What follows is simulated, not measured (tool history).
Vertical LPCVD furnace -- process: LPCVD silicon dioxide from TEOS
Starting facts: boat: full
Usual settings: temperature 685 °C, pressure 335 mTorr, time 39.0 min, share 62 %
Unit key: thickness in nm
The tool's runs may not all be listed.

run,hour,temperature,pressure,time,share,"read-back reference wafer on the same gauge, thickness",thickness
1,0.0,685,335,39.0,66,241.95,219.14
2,80.5,681,335,32.5,62,242.18,161.19
3,174.6,681,335,32.5,62,241.98,161.94
4,252.7,685,335,39.0,69,242.05,225.06
5,329.9,685,335,39.0,69,242.01,225.87
6,376.5,685,335,39.0,62,242.00,213.44
7,442.1,685,335,39.0,62,242.08,214.21
8,490.8,689,335,39.0,62,241.92,235.54
9,559.6,689,335,39.0,62,241.89,236.32
10,633.1,685,335,39.0,62,242.04,215.61
11,709.8,685,335,35.0,62,242.03,192.64
12,816.3,685,335,35.0,62,241.99,193.17
13,913.8,690,335,39.0,62,241.97,243.15
14,979.5,685,335,39.0,74,242.02,235.69
15,1058.4,685,395,39.0,62,241.97,234.13
16,1114.2,678,285,39.0,73,242.01,183.05
17,1186.0,690,250,29.5,73,241.94,173.63
# hour 1365.8: thermocouples replaced and temperature profile calibrated
# hour 1368.5: TEOS flow controller replaced
18,1494.1,692,370,52.0,57,241.97,336.90
# hour 1572.0: gauge calibrated
# hour 1588.5: pressure gauge zeroed
19,1589.0,685,335,39.0,62,242.01,208.75
20,1641.8,685,410,44.5,67,241.97,272.15
21,1743.8,689,335,43.5,62,241.86,255.62
22,1847.9,685,335,39.0,62,242.08,208.67
23,1933.9,685,335,53.5,62,242.15,285.88
24,1972.3,685,285,51.5,57,241.94,244.19
25,2037.9,693,380,27.0,70,242.07,198.44
26,2121.4,676,390,51.0,69,241.95,251.26
27,2165.9,685,410,44.5,67,241.92,276.14

Each row is a separate what-if for the run after 27, all from the same tool condition, not one after another. Results?
A,2170.8,685,335,39.0,62,?,?
B,2170.8,674,400,29.0,68,?,?
C,2170.8,674,335,39.0,62,?,?
D,2170.8,685,335,39.0,52,?,?

run,"read-back reference wafer on the same gauge, thickness",thickness
A,242.05,210.50
B,242.05,136.95
C,242.05,161.17
D,242.05,192.78
The same runs, with their run-to-run variation unchanged, on a tool lacking any hidden condition would have given:
run,thickness
A,207.93
B,135.46
C,159.19
D,190.43
